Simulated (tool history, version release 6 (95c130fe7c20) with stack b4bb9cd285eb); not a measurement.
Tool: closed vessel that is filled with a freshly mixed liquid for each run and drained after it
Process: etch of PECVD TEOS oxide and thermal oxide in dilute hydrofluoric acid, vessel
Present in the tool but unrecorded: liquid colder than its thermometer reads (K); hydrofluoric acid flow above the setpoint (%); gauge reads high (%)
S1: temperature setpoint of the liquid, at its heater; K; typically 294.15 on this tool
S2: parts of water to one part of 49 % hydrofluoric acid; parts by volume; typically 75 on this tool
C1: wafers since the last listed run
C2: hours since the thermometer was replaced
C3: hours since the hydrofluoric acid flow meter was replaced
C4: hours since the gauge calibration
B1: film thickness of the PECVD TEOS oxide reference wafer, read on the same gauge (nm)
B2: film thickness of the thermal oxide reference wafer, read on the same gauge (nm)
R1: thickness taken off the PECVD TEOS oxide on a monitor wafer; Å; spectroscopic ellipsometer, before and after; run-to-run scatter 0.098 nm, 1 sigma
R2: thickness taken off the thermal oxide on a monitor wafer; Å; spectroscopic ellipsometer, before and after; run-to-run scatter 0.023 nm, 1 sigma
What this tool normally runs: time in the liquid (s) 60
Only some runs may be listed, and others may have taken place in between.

Run 1, hour 0: usual settings but time in the liquid (s) 40; C1 0; C2 1672.9; C3 1779; C4 1310.6; B1 129.95; B2 129.988. Result: R1 78.2 Å, R2 23.9 Å.
Run 2, hour 50.1: usual settings but time in the liquid (s) 40; C1 6116; C2 1723; C3 1829.1; C4 1360.7; B1 129.99; B2 130.015. Result: R1 79.9 Å, R2 24.04 Å.
Run 3, hour 80.8: usual settings but time in the liquid (s) 40; C1 3748; C2 1753.7; C3 1859.8; C4 1391.4; B1 129.99; B2 130.009. Result: R1 79.3 Å, R2 24.16 Å.
Run 4, hour 121.4: usual settings; C1 4956; C2 1794.3; C3 1900.4; C4 1432; B1 129.99; B2 129.983. Result: R1 118.3 Å, R2 36.11 Å.
Run 5, hour 160.8: usual settings but S1 293.15 K, S2 105 parts by volume; C1 4810; C2 1833.7; C3 1939.8; C4 1471.4; B1 130.05; B2 130.009. Result: R1 79.5 Å, R2 24.05 Å.
Run 6, hour 196.7: usual settings but S2 100 parts by volume; C1 4383; C2 1869.6; C3 1975.7; C4 1507.3; B1 129.98; B2 129.984. Result: R1 87.2 Å, R2 26.64 Å.
Run 7, hour 267.3: usual settings; C1 8619; C2 1940.2; C3 2046.3; C4 1577.9; B1 129.98; B2 129.999. Result: R1 120 Å, R2 36.73 Å.
Run 8, hour 315: usual settings but S1 296.65 K; C1 5823; C2 1987.9; C3 2094; C4 1625.6; B1 129.98; B2 129.992. Result: R1 134.3 Å, R2 40.66 Å.
Run 9, hour 381.8: usual settings; C1 8155; C2 2054.7; C3 2160.8; C4 1692.4; B1 130.03; B2 130.026. Result: R1 120.2 Å, R2 36.93 Å.
At hour 391.6: thermometer replaced.
At hour 421.6: hydrofluoric acid flow meter replaced.
Run 10, hour 433.9: usual settings; C1 6116; C2 42.3; C3 12.3; C4 1744.5; B1 130.05; B2 129.968. Result: R1 110.3 Å, R2 33.61 Å.
Run 11, hour 486.2: usual settings but S1 297.15 K, S2 45 parts by volume, time in the liquid (s) 80; C1 6385; C2 94.6; C3 64.6; C4 1796.8; B1 130; B2 130.024. Result: R1 287.9 Å, R2 88.63 Å.
Run 12, hour 537.7: usual settings; C1 6287; C2 146.1; C3 116.1; C4 1848.3; B1 130.02; B2 129.999. Result: R1 113 Å, R2 33.93 Å.
Run 13, hour 562: usual settings but S1 290.15 K, S2 90 parts by volume, time in the liquid (s) 75; C1 2966; C2 170.4; C3 140.4; C4 1872.6; B1 129.99; B2 129.999. Result: R1 96.8 Å, R2 29.11 Å.
At hour 572.2: gauge calibrated.
Run 14, hour 587.2: usual settings but S2 55 parts by volume, time in the liquid (s) 80; C1 3076; C2 195.6; C3 165.6; C4 15; B1 130.01; B2 129.992. Result: R1 209.5 Å, R2 63.02 Å.
Run 15, hour 622.6: usual settings but S1 296.65 K; C1 4321; C2 231; C3 201; C4 50.4; B1 130.03; B2 130.016. Result: R1 124 Å, R2 37.97 Å.
Run 16, hour 682: usual settings but S1 298.65 K, S2 100 parts by volume, time in the liquid (s) 30; C1 7252; C2 290.4; C3 260.4; C4 109.8; B1 130.02; B2 129.987. Result: R1 48.6 Å, R2 14.83 Å.
Run 17, hour 747.3: usual settings but S1 292.65 K, S2 40 parts by volume; C1 7972; C2 355.7; C3 325.7; C4 175.1; B1 130.02; B2 129.997. Result: R1 206.2 Å, R2 62.48 Å.
Run 18, hour 785: usual settings; C1 4602; C2 393.4; C3 363.4; C4 212.8; B1 130; B2 130.01. Result: R1 112.6 Å, R2 34.16 Å.
Run 19, hour 832: usual settings but S1 296.65 K, S2 115 parts by volume, time in the liquid (s) 45; C1 5738; C2 440.4; C3 410.4; C4 259.8; B1 129.96; B2 129.996. Result: R1 57.4 Å, R2 17.6 Å.
Run 20, hour 902.6: usual settings; C1 8619; C2 511; C3 481; C4 330.4; B1 129.99; B2 129.993. Result: R1 114 Å, R2 34.35 Å.
Run 21, hour 929.6: usual settings but S1 290.65 K, S2 35 parts by volume, time in the liquid (s) 35; C1 3296; C2 538; C3 508; C4 357.4; B1 130.02; B2 129.988. Result: R1 126.2 Å, R2 38.98 Å.
Run 22, hour 981.3: usual settings; C1 6312; C2 589.7; C3 559.7; C4 409.1; B1 129.95; B2 130.011. Result: R1 115.5 Å, R2 34.27 Å.
Run 23, hour 1020.9: usual settings but S1 295.65 K, S2 55 parts by volume; C1 4834; C2 629.3; C3 599.3; C4 448.7; B1 129.97; B2 130.009. Result: R1 169.1 Å, R2 51.31 Å.
Run 24, hour 1080.8: usual settings but S1 296.15 K, S2 100 parts by volume, time in the liquid (s) 85; C1 7313; C2 689.2; C3 659.2; C4 508.6; B1 130; B2 129.99. Result: R1 126.9 Å, R2 38.3 Å.
Run 25, hour 1109.1: usual settings but S2 110 parts by volume, time in the liquid (s) 85; C1 3455; C2 717.5; C3 687.5; C4 536.9; B1 130.03; B2 130.003. Result: R1 104.9 Å, R2 32.49 Å.
Run 26, hour 1172.7: usual settings but time in the liquid (s) 30; C1 7764; C2 781.1; C3 751.1; C4 600.5; B1 129.98; B2 129.979. Result: R1 57.2 Å, R2 17.41 Å.

4 options for the next run, each taken on its own from the tool as it stands now. Forecast them:
Run A, hour 1173.4: usual settings; C1 85; C2 781.8; C3 751.8; C4 601.2; B1 ?; B2 ?. Result: R1 ?, R2 ?.
Run B, hour 1173.4: usual settings but S1 292.15 K, S2 115 parts by volume, time in the liquid (s) 30; C1 85; C2 781.8; C3 751.8; C4 601.2; B1 ?; B2 ?. Result: R1 ?, R2 ?.
Run C, hour 1173.4: usual settings but S1 296.65 K, S2 95 parts by volume; C1 85; C2 781.8; C3 751.8; C4 601.2; B1 ?; B2 ?. Result: R1 ?, R2 ?.
Run D, hour 1173.4: usual settings but S1 292.15 K, time in the liquid (s) 30; C1 85; C2 781.8; C3 751.8; C4 601.2; B1 ?; B2 ?. Result: R1 ?, R2 ?.

run      B1       B2    R1     R2
  A  129.95  129.988   112  34.72
  B  129.95  129.988  32.2   9.98
  C  129.95  129.988  95.6  29.64
  D  129.95  129.988  51.5  15.97
What these runs would have given with no unlogged condition in the tool:
run     R1     R2
  A  108.8  33.71
  B   31.2   9.68
  C   92.8  28.76
  D     50   15.5
